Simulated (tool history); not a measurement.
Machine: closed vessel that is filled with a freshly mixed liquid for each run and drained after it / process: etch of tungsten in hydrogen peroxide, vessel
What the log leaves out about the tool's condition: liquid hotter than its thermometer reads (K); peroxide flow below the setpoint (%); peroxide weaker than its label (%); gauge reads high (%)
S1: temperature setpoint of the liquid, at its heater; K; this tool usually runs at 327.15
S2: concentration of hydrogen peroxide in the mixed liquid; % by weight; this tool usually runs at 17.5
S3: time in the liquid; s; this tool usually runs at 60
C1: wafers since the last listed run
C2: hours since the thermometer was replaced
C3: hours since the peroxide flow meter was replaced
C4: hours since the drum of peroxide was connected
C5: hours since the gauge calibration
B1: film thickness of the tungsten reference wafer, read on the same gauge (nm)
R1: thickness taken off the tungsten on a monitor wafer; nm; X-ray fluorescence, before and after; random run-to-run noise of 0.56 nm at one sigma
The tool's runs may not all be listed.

run 1 hour=0 | S1=327.15 S2=17.5 S3=60 | C1=0 C2=1083.1 C3=456.6 C4=1157.5 C5=190.9 | B1=89.98 | R1=55.55
run 2 hour=15 | S1=327.15 S2=17.5 S3=60 | C1=1711 C2=1098.1 C3=471.6 C4=1172.5 C5=205.9 | B1=90.03 | R1=56.52
run 3 hour=24.3 | S1=327.15 S2=17.5 S3=60 | C1=1060 C2=1107.4 C3=480.9 C4=1181.8 C5=215.2 | B1=90 | R1=55.54
run 4 hour=33.3 | S1=327.15 S2=17.5 S3=60 | C1=1026 C2=1116.4 C3=489.9 C4=1190.8 C5=224.2 | B1=89.99 | R1=55.66
run 5 hour=49.7 | S1=327.15 S2=17.5 S3=60 | C1=1870 C2=1132.8 C3=506.3 C4=1207.2 C5=240.6 | B1=90.02 | R1=55.74
run 6 hour=60.5 | S1=327.15 S2=17.5 S3=40 | C1=1232 C2=1143.6 C3=517.1 C4=1218 C5=251.4 | B1=90.02 | R1=37.33
run 7 hour=69.9 | S1=327.15 S2=18.5 S3=35 | C1=1072 C2=1153 C3=526.5 C4=1227.4 C5=260.8 | B1=90.02 | R1=33.15
run 8 hour=78.4 | S1=327.15 S2=18.5 S3=35 | C1=969 C2=1161.5 C3=535 C4=1235.9 C5=269.3 | B1=89.98 | R1=33.66
run 9 hour=94.5 | S1=327.15 S2=18.5 S3=35 | C1=1836 C2=1177.6 C3=551.1 C4=1252 C5=285.4 | B1=90 | R1=33.71
run 10 hour=111.8 | S1=327.15 S2=17.5 S3=60 | C1=1973 C2=1194.9 C3=568.4 C4=1269.3 C5=302.7 | B1=90.01 | R1=56.76
run 11 hour=128.9 | S1=327.15 S2=17.5 S3=60 | C1=1950 C2=1212 C3=585.5 C4=1286.4 C5=319.8 | B1=90.04 | R1=55.28
run 12 hour=140.1 | S1=322.65 S2=17.5 S3=60 | C1=1277 C2=1223.2 C3=596.7 C4=1297.6 C5=331 | B1=90.01 | R1=42.39
-- hour=151 gauge calibrated
-- hour=157 peroxide flow meter replaced
run 13 hour=183.3 | S1=330.65 S2=16 S3=60 | C1=4814 C2=1266.4 C3=26.3 C4=1340.8 C5=32.3 | B1=89.98 | R1=69.28
run 14 hour=189.4 | S1=327.15 S2=17.5 S3=60 | C1=695 C2=1272.5 C3=32.4 C4=1346.9 C5=38.4 | B1=89.98 | R1=58.89
-- hour=193.4 new drum of peroxide connected
run 15 hour=199.4 | S1=327.15 S2=17.5 S3=60 | C1=1026 C2=1282.5 C3=42.4 C4=6 C5=48.4 | B1=89.96 | R1=59.21
run 16 hour=205.5 | S1=327.15 S2=19 S3=60 | C1=695 C2=1288.6 C3=48.5 C4=12.1 C5=54.5 | B1=89.98 | R1=60.88
run 17 hour=217.5 | S1=321.65 S2=15 S3=60 | C1=1369 C2=1300.6 C3=60.5 C4=24.1 C5=66.5 | B1=89.98 | R1=38.66
-- hour=229.1 thermometer replaced
run 18 hour=234.6 | S1=327.15 S2=17.5 S3=90 | C1=1836 C2=5.5 C3=77.6 C4=41.2 C5=83.6 | B1=89.97 | R1=88.57
run 19 hour=252.5 | S1=330.65 S2=17.5 S3=60 | C1=2042 C2=23.4 C3=95.5 C4=59.1 C5=101.5 | B1=90.03 | R1=72.13
run 20 hour=268.3 | S1=327.15 S2=17.5 S3=60 | C1=1802 C2=39.2 C3=111.3 C4=74.9 C5=117.3 | B1=89.98 | R1=58.16
run 21 hour=281.3 | S1=333.15 S2=21.5 S3=30 | C1=1483 C2=52.2 C3=124.3 C4=87.9 C5=130.3 | B1=89.98 | R1=45.92
run 22 hour=295.2 | S1=332.15 S2=20 S3=45 | C1=1585 C2=66.1 C3=138.2 C4=101.8 C5=144.2 | B1=90.01 | R1=63.48
run 23 hour=301.4 | S1=318.15 S2=15 S3=75 | C1=707 C2=72.3 C3=144.4 C4=108 C5=150.4 | B1=90 | R1=39.35
run 24 hour=316.7 | S1=327.15 S2=17.5 S3=60 | C1=1745 C2=87.6 C3=159.7 C4=123.3 C5=165.7 | B1=90.02 | R1=58.91
run 25 hour=324 | S1=327.15 S2=17.5 S3=75 | C1=832 C2=94.9 C3=167 C4=130.6 C5=173 | B1=90.02 | R1=72.08
run 26 hour=332.5 | S1=327.15 S2=17.5 S3=60 | C1=969 C2=103.4 C3=175.5 C4=139.1 C5=181.5 | B1=90 | R1=57.59
run 27 hour=338.9 | S1=327.15 S2=17.5 S3=60 | C1=730 C2=109.8 C3=181.9 C4=145.5 C5=187.9 | B1=90.02 | R1=58.26
run 28 hour=346.1 | S1=327.15 S2=20.5 S3=45 | C1=821 C2=117 C3=189.1 C4=152.7 C5=195.1 | B1=90.02 | R1=46
run 29 hour=357.8 | S1=327.15 S2=19 S3=45 | C1=1334 C2=128.7 C3=200.8 C4=164.4 C5=206.8 | B1=90.02 | R1=46.36
run 30 hour=363.8 | S1=327.15 S2=17.5 S3=60 | C1=684 C2=134.7 C3=206.8 C4=170.4 C5=212.8 | B1=89.96 | R1=57.79

Forecast each of these 4 alternatives for the next run:
run A hour=364.5 | S1=323.65 S2=17.5 S3=60 | C1=79 C2=135.4 C3=207.5 C4=171.1 C5=213.5 | B1=? | R1=?
run B hour=364.5 | S1=336.65 S2=15.5 S3=70 | C1=79 C2=135.4 C3=207.5 C4=171.1 C5=213.5 | B1=? | R1=?
run C hour=364.5 | S1=332.65 S2=15.5 S3=30 | C1=79 C2=135.4 C3=207.5 C4=171.1 C5=213.5 | B1=? | R1=?
run D hour=364.5 | S1=327.15 S2=17.5 S3=45 | C1=79 C2=135.4 C3=207.5 C4=171.1 C5=213.5 | B1=? | R1=?

run=A B1=89.99 R1=46.97
run=B B1=89.99 R1=110.44
run=C B1=89.99 R1=37.68
run=D B1=89.99 R1=43.5
Without the tool's unlogged condition, the same runs would have read:
run=A R1=48.11
run=B R1=113.11
run=C R1=38.59
run=D R1=44.55
